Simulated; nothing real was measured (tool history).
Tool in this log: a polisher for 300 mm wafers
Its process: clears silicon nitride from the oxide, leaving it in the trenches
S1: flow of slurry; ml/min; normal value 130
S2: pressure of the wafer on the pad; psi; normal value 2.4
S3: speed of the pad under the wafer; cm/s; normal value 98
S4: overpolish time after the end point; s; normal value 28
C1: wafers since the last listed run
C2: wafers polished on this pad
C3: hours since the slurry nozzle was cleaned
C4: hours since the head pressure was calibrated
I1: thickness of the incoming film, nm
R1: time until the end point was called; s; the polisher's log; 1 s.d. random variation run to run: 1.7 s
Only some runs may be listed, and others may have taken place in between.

run	day	S1	S2	S3	S4	C1	C2	C3	C4	I1	R1
1	0	130	2.4	124	28	0	41	283.4	102.1	94.9	102.5
2	1.308	130	2.4	124	28	253	295	314.8	133.5	95.9	99.7
3	2.733	130	2.4	98	28	276	572	349	167.7	95.9	127.6
4	3.533	130	2.4	98	28	155	727	368.2	186.9	93.3	123.1
# day 4.121: worn pad replaced by a new one
5	4.442	130	2.4	98	28	143	62	390	208.7	94.3	124.2
6	5.612	130	2.4	98	28	227	289	418.1	236.8	94	120.4
7	6.442	130	2.4	98	28	160	450	438	256.7	95.1	121.3
8	7.379	130	2.4	98	28	181	632	460.5	279.2	95	119.3
# day 8.258: worn pad replaced by a new one
9	8.475	130	2.4	98	28	180	42	486.8	305.5	95.2	122.8
10	9.788	130	2.4	98	28	254	297	518.3	337	95.3	122.1
# day 10.154: head pressure recalibrated
11	10.854	130	2.4	90	28	190	487	543.9	16.8	96.1	146.6
12	11.675	130	2.4	98	28	159	647	563.6	36.5	96	133.7
# day 12.612: worn pad replaced by a new one
13	12.992	130	2.4	98	28	223	73	595.2	68.1	94.8	130.8
14	14.304	130	3.1	98	28	254	328	626.7	99.6	93.7	102.5
# day 15.267: slurry nozzle cleaned
15	15.767	110	2.4	72	37	275	603	12	134.7	93.6	181.6
16	17.083	130	2.4	98	28	255	859	43.6	166.3	94.2	128
# day 17.717: worn pad replaced by a new one
17	18.521	130	1.7	98	28	246	156	78.1	200.8	95.5	174.6
18	20.425	175	3.1	82	36	369	525	123.8	246.5	95.4	113.6

Run 19 has not been measured yet. What should we expect?
19	21.412	95	3	98	14	191	717	147.5	270.2	95.5	?

{"run 19": {"R1": 110.1}}
On a tool with no hidden condition, and with the same random variation, this run would have come out at R1 118.1 s.
